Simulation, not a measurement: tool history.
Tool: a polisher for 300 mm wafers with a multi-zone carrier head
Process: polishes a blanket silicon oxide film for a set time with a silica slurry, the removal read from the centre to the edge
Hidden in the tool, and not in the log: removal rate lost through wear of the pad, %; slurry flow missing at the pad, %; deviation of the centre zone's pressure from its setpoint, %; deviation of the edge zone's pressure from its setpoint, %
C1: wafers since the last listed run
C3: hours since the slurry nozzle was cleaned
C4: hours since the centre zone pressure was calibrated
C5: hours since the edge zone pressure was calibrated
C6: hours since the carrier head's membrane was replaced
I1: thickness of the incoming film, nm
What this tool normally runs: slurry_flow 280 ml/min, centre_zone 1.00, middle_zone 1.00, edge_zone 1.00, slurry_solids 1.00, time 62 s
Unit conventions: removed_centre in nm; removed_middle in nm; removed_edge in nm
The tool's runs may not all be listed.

{"run": 1, "hour": 0.0, "slurry_flow": 280, "centre_zone": 1.0, "middle_zone": 1.0, "edge_zone": 1.0, "slurry_solids": 1.0, "time": 62, "C1": 0, "wafers polished on this pad": 1722, "C3": 703.2, "C4": 181.4, "C5": 101.8, "C6": 535.6, "I1": 918.2, "removed_centre": 229.1, "removed_middle": 212.4, "removed_edge": 217.7}
{"hour": 35.3, "done": "slurry nozzle cleaned"}
{"run": 2, "hour": 58.1, "slurry_flow": 280, "centre_zone": 1.0, "middle_zone": 1.0, "edge_zone": 1.0, "slurry_solids": 1.0, "time": 62, "C1": 612, "wafers polished on this pad": 2334, "C3": 22.8, "C4": 239.5, "C5": 159.9, "C6": 593.7, "I1": 914.3, "removed_centre": 225.6, "removed_middle": 211.2, "removed_edge": 212.5}
{"hour": 73.6, "done": "worn pad replaced by a new one"}
{"hour": 105.5, "done": "carrier head's membrane replaced by a new one"}
{"run": 3, "hour": 122.1, "slurry_flow": 280, "centre_zone": 1.0, "middle_zone": 1.0, "edge_zone": 1.0, "slurry_solids": 1.0, "time": 62, "C1": 590, "wafers polished on this pad": 466, "C3": 86.8, "C4": 303.5, "C5": 223.9, "C6": 16.6, "I1": 905.6, "removed_centre": 252.8, "removed_middle": 232.1, "removed_edge": 233.1}
{"run": 4, "hour": 174.8, "slurry_flow": 280, "centre_zone": 1.0, "middle_zone": 1.0, "edge_zone": 1.0, "slurry_solids": 1.0, "time": 62, "C1": 565, "wafers polished on this pad": 1032, "C3": 139.5, "C4": 356.2, "C5": 276.6, "C6": 69.3, "I1": 909.2, "removed_centre": 246.0, "removed_middle": 222.2, "removed_edge": 226.7}
{"run": 5, "hour": 207.1, "slurry_flow": 280, "centre_zone": 1.0, "middle_zone": 1.0, "edge_zone": 1.0, "slurry_solids": 1.0, "time": 62, "C1": 346, "wafers polished on this pad": 1378, "C3": 171.8, "C4": 388.5, "C5": 308.9, "C6": 101.6, "I1": 919.8, "removed_centre": 238.2, "removed_middle": 221.0, "removed_edge": 222.9}
{"hour": 260.2, "done": "edge zone pressure recalibrated"}
{"run": 6, "hour": 269.2, "slurry_flow": 280, "centre_zone": 0.94, "middle_zone": 1.0, "edge_zone": 1.0, "slurry_solids": 1.0, "time": 62, "C1": 645, "wafers polished on this pad": 2023, "C3": 233.9, "C4": 450.6, "C5": 9.0, "C6": 163.7, "I1": 931.3, "removed_centre": 220.8, "removed_middle": 213.0, "removed_edge": 213.4}
{"hour": 294.7, "done": "worn pad replaced by a new one"}
{"run": 7, "hour": 324.6, "slurry_flow": 280, "centre_zone": 0.94, "middle_zone": 1.0, "edge_zone": 1.0, "slurry_solids": 1.0, "time": 62, "C1": 551, "wafers polished on this pad": 320, "C3": 289.3, "C4": 506.0, "C5": 64.4, "C6": 219.1, "I1": 917.7, "removed_centre": 238.2, "removed_middle": 222.2, "removed_edge": 229.3}
{"run": 8, "hour": 377.0, "slurry_flow": 280, "centre_zone": 1.0, "middle_zone": 1.0, "edge_zone": 1.0, "slurry_solids": 1.0, "time": 62, "C1": 562, "wafers polished on this pad": 883, "C3": 341.7, "C4": 558.4, "C5": 116.8, "C6": 271.5, "I1": 917.9, "removed_centre": 248.2, "removed_middle": 217.9, "removed_edge": 218.8}
{"hour": 390.6, "done": "centre zone pressure recalibrated"}
{"run": 9, "hour": 439.4, "slurry_flow": 280, "centre_zone": 1.0, "middle_zone": 1.0, "edge_zone": 1.0, "slurry_solids": 1.0, "time": 62, "C1": 648, "wafers polished on this pad": 1531, "C3": 404.1, "C4": 48.8, "C5": 179.2, "C6": 333.9, "I1": 909.1, "removed_centre": 222.6, "removed_middle": 210.9, "removed_edge": 211.8}
{"run": 10, "hour": 496.5, "slurry_flow": 280, "centre_zone": 1.0, "middle_zone": 0.92, "edge_zone": 1.0, "slurry_solids": 1.0, "time": 62, "C1": 612, "wafers polished on this pad": 2144, "C3": 461.2, "C4": 105.9, "C5": 236.3, "C6": 391.0, "I1": 918.5, "removed_centre": 214.5, "removed_middle": 194.7, "removed_edge": 207.5}
{"hour": 538.4, "done": "worn pad replaced by a new one"}
{"hour": 548.1, "done": "edge zone pressure recalibrated"}
{"run": 11, "hour": 565.0, "slurry_flow": 280, "centre_zone": 1.0, "middle_zone": 0.93, "edge_zone": 0.89, "slurry_solids": 0.7, "time": 42, "C1": 670, "wafers polished on this pad": 264, "C3": 529.7, "C4": 174.4, "C5": 16.9, "C6": 459.5, "I1": 919.1, "removed_centre": 113.4, "removed_middle": 101.3, "removed_edge": 101.5}
{"run": 12, "hour": 594.2, "slurry_flow": 205, "centre_zone": 1.0, "middle_zone": 1.0, "edge_zone": 1.0, "slurry_solids": 1.0, "time": 62, "C1": 313, "wafers polished on this pad": 577, "C3": 558.9, "C4": 203.6, "C5": 46.1, "C6": 488.7, "I1": 920.5, "removed_centre": 236.1, "removed_middle": 221.2, "removed_edge": 222.6}
{"run": 13, "hour": 643.6, "slurry_flow": 280, "centre_zone": 1.0, "middle_zone": 1.0, "edge_zone": 1.0, "slurry_solids": 0.75, "time": 62, "C1": 530, "wafers polished on this pad": 1107, "C3": 608.3, "C4": 253.0, "C5": 95.5, "C6": 538.1, "I1": 905.2, "removed_centre": 177.7, "removed_middle": 165.5, "removed_edge": 167.7}
{"hour": 654.3, "done": "carrier head's membrane replaced by a new one"}
{"run": 14, "hour": 678.4, "slurry_flow": 280, "centre_zone": 1.0, "middle_zone": 1.0, "edge_zone": 1.0, "slurry_solids": 1.0, "time": 62, "C1": 319, "wafers polished on this pad": 1427, "C3": 643.1, "C4": 287.8, "C5": 130.3, "C6": 24.1, "I1": 916.7, "removed_centre": 235.2, "removed_middle": 212.8, "removed_edge": 215.5}
{"hour": 707.0, "done": "slurry nozzle cleaned"}
{"hour": 792.7, "done": "worn pad replaced by a new one"}
{"run": 15, "hour": 797.1, "slurry_flow": 280, "centre_zone": 1.0, "middle_zone": 1.0, "edge_zone": 1.0, "slurry_solids": 1.1, "time": 62, "C1": 1220, "wafers polished on this pad": 47, "C3": 90.1, "C4": 406.5, "C5": 249.0, "C6": 142.8, "I1": 918.9, "removed_centre": 276.0, "removed_middle": 255.6, "removed_edge": 256.8}
{"hour": 843.6, "done": "edge zone pressure recalibrated"}
{"run": 16, "hour": 849.1, "slurry_flow": 280, "centre_zone": 0.94, "middle_zone": 0.94, "edge_zone": 0.96, "slurry_solids": 0.9, "time": 62, "C1": 536, "wafers polished on this pad": 583, "C3": 142.1, "C4": 458.5, "C5": 5.5, "C6": 194.8, "I1": 928.5, "removed_centre": 222.7, "removed_middle": 201.8, "removed_edge": 207.2}
{"run": 17, "hour": 917.6, "slurry_flow": 280, "centre_zone": 1.03, "middle_zone": 1.11, "edge_zone": 1.12, "slurry_solids": 1.0, "time": 80, "C1": 735, "wafers polished on this pad": 1318, "C3": 210.6, "C4": 527.0, "C5": 74.0, "C6": 263.3, "I1": 904.7, "removed_centre": 333.3, "removed_middle": 299.0, "removed_edge": 303.5}
{"run": 18, "hour": 965.5, "slurry_flow": 280, "centre_zone": 1.0, "middle_zone": 1.0, "edge_zone": 1.0, "slurry_solids": 1.0, "time": 50, "C1": 514, "wafers polished on this pad": 1832, "C3": 258.5, "C4": 574.9, "C5": 121.9, "C6": 311.2, "I1": 913.8, "removed_centre": 201.3, "removed_middle": 172.6, "removed_edge": 175.0}
{"hour": 1007.2, "done": "worn pad replaced by a new one"}
{"run": 19, "hour": 1007.7, "slurry_flow": 280, "centre_zone": 1.0, "middle_zone": 1.0, "edge_zone": 1.0, "slurry_solids": 1.0, "time": 62, "C1": 409, "wafers polished on this pad": 5, "C3": 300.7, "C4": 617.1, "C5": 164.1, "C6": 353.4, "I1": 919.3, "removed_centre": 265.8, "removed_middle": 231.6, "removed_edge": 237.4}
{"hour": 1030.9, "done": "centre zone pressure recalibrated"}
{"run": 20, "hour": 1062.7, "slurry_flow": 280, "centre_zone": 1.0, "middle_zone": 1.0, "edge_zone": 1.0, "slurry_solids": 1.0, "time": 62, "C1": 568, "wafers polished on this pad": 573, "C3": 355.7, "C4": 31.8, "C5": 219.1, "C6": 408.4, "I1": 906.5, "removed_centre": 238.1, "removed_middle": 230.2, "removed_edge": 232.4}
{"run": 21, "hour": 1107.3, "slurry_flow": 380, "centre_zone": 1.03, "middle_zone": 1.0, "edge_zone": 1.12, "slurry_solids": 1.0, "time": 62, "C1": 478, "wafers polished on this pad": 1052, "C3": 400.3, "C4": 76.4, "C5": 263.7, "C6": 453.0, "I1": 916.0, "removed_centre": 251.4, "removed_middle": 228.5, "removed_edge": 242.4}

How would selected steps in removed_centre from run to run divide? Give the signed amount a tool lacking its hidden state would still show from settings, what came in and random variation, and the signed amount left for the hidden state, including any gauge scatter that is not in both of the compared results.
Run 8 -> 9: centre zone pressure recalibrated. removed_centre -25.6 nm: hidden state -30.9, all else +5.3.
Run 11 -> 12: slurry_flow 280 -> 205, middle_zone 0.93 -> 1.00, edge_zone 0.89 -> 1.00, slurry_solids 0.70 -> 1.00, time 42 -> 62. removed_centre +122.7 nm: hidden state -1.8, all else +124.5.
Run 17 -> 18: centre_zone 1.03 -> 1.00, middle_zone 1.11 -> 1.00, edge_zone 1.12 -> 1.00, time 80 -> 50. removed_centre -132.0 nm: hidden state -7.0, all else -125.0.
Run 19 -> 20: centre zone pressure recalibrated. removed_centre -27.7 nm: hidden state -31.7, all else +4.0.

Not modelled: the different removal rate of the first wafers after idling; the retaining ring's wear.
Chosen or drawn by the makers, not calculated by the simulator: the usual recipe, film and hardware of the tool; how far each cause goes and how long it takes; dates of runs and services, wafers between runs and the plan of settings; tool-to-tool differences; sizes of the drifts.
